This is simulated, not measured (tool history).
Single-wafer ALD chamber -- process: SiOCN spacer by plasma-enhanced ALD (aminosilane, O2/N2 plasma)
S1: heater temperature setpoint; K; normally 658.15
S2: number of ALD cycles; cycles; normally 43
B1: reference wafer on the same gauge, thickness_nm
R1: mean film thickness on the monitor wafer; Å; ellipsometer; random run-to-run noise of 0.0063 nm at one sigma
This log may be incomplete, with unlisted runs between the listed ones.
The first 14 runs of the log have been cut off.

run,day,S1,S2,B1,R1
15,14.450,647.15,43,2.180,25.07
16,15.588,658.15,43,2.179,24.98
17,17.975,658.15,43,2.180,25.06
18,19.046,658.15,43,2.181,25.13
# day 19.054: gauge calibrated
19,22.662,658.15,40,2.179,23.41
20,23.221,668.15,51,2.178,29.77
21,24.062,658.15,39,2.180,22.68
22,25.433,658.15,43,2.182,25.08
23,26.771,668.15,51,2.178,29.70
24,28.146,669.15,43,2.179,25.06
25,29.600,673.15,43,2.183,25.19
26,30.458,671.15,48,2.181,28.01
27,31.117,658.15,46,2.181,26.81
28,32.038,658.15,43,2.178,25.06
# day 33.471: thermocouple changed; heater temperature recalibrated
29,33.529,658.15,50,2.178,29.21
30,34.067,653.15,39,2.181,22.79
31,35.192,668.15,51,2.181,29.73
32,35.733,658.15,48,2.179,27.89
33,36.817,658.15,43,2.179,25.12
34,37.521,658.15,45,2.177,26.36
35,38.638,658.15,43,2.180,25.18
36,39.342,647.15,43,2.178,25.16
37,40.112,646.15,36,2.181,20.91
38,41.379,658.15,43,2.180,25.05
39,42.121,658.15,35,2.180,20.37

Alternative continuations, all from the tool just after run 39; predict every row:
A,42.142,658.15,47,?,?
B,42.142,651.15,45,?,?
C,42.142,662.15,43,?,?
D,42.142,653.15,35,?,?
E,42.142,646.15,37,?,?

run,B1,R1
A,2.181,27.38
B,2.181,26.22
C,2.181,25.05
D,2.181,20.39
E,2.181,21.56
Had the tool no hidden state, the same runs would have come out as:
run,R1
A,27.38
B,26.22
C,25.05
D,20.39
E,21.56
